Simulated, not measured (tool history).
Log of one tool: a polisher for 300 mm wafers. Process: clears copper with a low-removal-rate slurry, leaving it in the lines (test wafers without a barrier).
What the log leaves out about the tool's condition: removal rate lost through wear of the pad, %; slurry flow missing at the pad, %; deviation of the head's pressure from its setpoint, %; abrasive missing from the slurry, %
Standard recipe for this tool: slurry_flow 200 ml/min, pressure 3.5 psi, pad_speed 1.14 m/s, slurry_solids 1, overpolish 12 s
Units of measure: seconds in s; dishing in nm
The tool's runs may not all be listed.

| run | hour | slurry_flow | pressure | pad_speed | slurry_solids | overpolish | wafers since the last listed run | wafers polished on this pad | hours since the slurry nozzle was cleaned | hours since the head pressure was calibrated | hours since the slurry blender was calibrated | incoming thickness of the incoming film, nm | seconds | dishing |
|---|---|---|---|---|---|---|---|---|---|---|---|---|---|---|
| 1 | 0 | 200 | 3.5 | 1.14 | 1 | 12 | 0 | 137 | 382.7 | 1139.6 | 183.8 | 388.1 | 101.2 | 32.7 |
|  | 1.2 | slurry blender recalibrated |
| 2 | 27.5 | 200 | 3.5 | 1.14 | 1 | 12 | 301 | 439 | 410.2 | 1167.1 | 26.3 | 400.8 | 105.6 | 32.5 |
| 3 | 87.4 | 200 | 3.5 | 1.14 | 1 | 12 | 687 | 1126 | 470.1 | 1227 | 86.2 | 394.8 | 101.8 | 32.3 |
| 4 | 121.6 | 200 | 3.5 | 1.14 | 1 | 12 | 392 | 1518 | 504.3 | 1261.2 | 120.4 | 398.2 | 105.4 | 31.6 |
| 5 | 157.1 | 200 | 3.5 | 0.94 | 1 | 12 | 407 | 1926 | 539.8 | 1296.7 | 155.9 | 389.4 | 116.5 | 28.1 |
|  | 163.8 | worn pad replaced by a new one |
|  | 196.2 | slurry blender recalibrated |
| 6 | 209.5 | 200 | 3.5 | 0.94 | 1 | 12 | 532 | 501 | 592.2 | 1349.1 | 13.3 | 392.5 | 121.3 | 27.7 |
| 7 | 262.3 | 200 | 3.5 | 0.94 | 1 | 12 | 605 | 1107 | 645 | 1401.9 | 66.1 | 391.1 | 118.7 | 27.5 |
| 8 | 328.4 | 200 | 2.8 | 1.14 | 1 | 12 | 758 | 1865 | 711.1 | 1468 | 132.2 | 391.8 | 125.1 | 26.5 |
| 9 | 360.4 | 200 | 2.8 | 1.14 | 1 | 12 | 367 | 2232 | 743.1 | 1500 | 164.2 | 398.4 | 130.2 | 25.8 |
|  | 370.6 | slurry blender recalibrated |
|  | 386.1 | worn pad replaced by a new one |
| 10 | 417.2 | 200 | 3.5 | 1.14 | 1 | 12 | 582 | 357 | 799.9 | 1556.8 | 46.6 | 394.6 | 102.5 | 33 |
|  | 476.7 | head pressure recalibrated |
| 11 | 480.5 | 200 | 3.5 | 0.94 | 1 | 12 | 703 | 1060 | 863.2 | 3.8 | 109.9 | 398.1 | 120 | 28.9 |
|  | 505 | slurry nozzle cleaned |
| 12 | 505.5 | 200 | 2.8 | 0.96 | 0.85 | 10 | 275 | 1335 | 0.5 | 28.8 | 134.9 | 389 | 145.7 | 19 |
|  | 569.6 | slurry blender recalibrated |
|  | 575.5 | worn pad replaced by a new one |
| 13 | 606.4 | 200 | 3.5 | 1.14 | 1 | 12 | 1088 | 354 | 101.4 | 129.7 | 36.8 | 396.3 | 105.5 | 31.2 |
| 14 | 644.3 | 175 | 3.5 | 1.52 | 1 | 14 | 434 | 789 | 139.3 | 167.6 | 74.7 | 393.1 | 83.4 | 43 |
| 15 | 682.3 | 200 | 3.5 | 1.54 | 1 | 17 | 435 | 1225 | 177.3 | 205.6 | 112.7 | 397.7 | 82.2 | 52.2 |
| 16 | 741.9 | 200 | 3.5 | 1.02 | 1 | 19 | 683 | 1909 | 236.9 | 265.2 | 172.3 | 395.7 | 110.2 | 46.5 |
|  | 746.7 | slurry blender recalibrated |
|  | 755.2 | worn pad replaced by a new one |
| 17 | 813.7 | 155 | 3.5 | 1.14 | 1.15 | 12 | 754 | 671 | 308.7 | 337 | 67 | 398.5 | 104.3 | 32.2 |
| 18 | 842 | 200 | 3.5 | 1 | 0.7 | 6 | 324 | 996 | 337 | 365.3 | 95.3 | 389.9 | 118.9 | 14.9 |
| 19 | 891 | 200 | 3.5 | 1.14 | 1 | 12 | 562 | 1558 | 386 | 414.3 | 144.3 | 396.6 | 103.1 | 32.5 |
| 20 | 931.7 | 200 | 3.5 | 1.14 | 1 | 8 | 466 | 2025 | 426.7 | 455 | 185 | 399.2 | 102.7 | 23 |
|  | 940.3 | worn pad replaced by a new one |
|  | 952.1 | slurry blender recalibrated |
| 21 | 973.8 | 180 | 3.5 | 1.38 | 1 | 12 | 414 | 361 | 468.8 | 497.1 | 21.7 | 395 | 90.4 | 37 |

List, for all runs, the conditions of the tool that the log does not record:
removal rate lost through wear of the pad, %: 0, the same for each run
slurry flow missing at the pad, %: 0, the same for each run
deviation of the head's pressure from its setpoint, %: 0, the same for each run
abrasive missing from the slurry, %: 0, the same for each run

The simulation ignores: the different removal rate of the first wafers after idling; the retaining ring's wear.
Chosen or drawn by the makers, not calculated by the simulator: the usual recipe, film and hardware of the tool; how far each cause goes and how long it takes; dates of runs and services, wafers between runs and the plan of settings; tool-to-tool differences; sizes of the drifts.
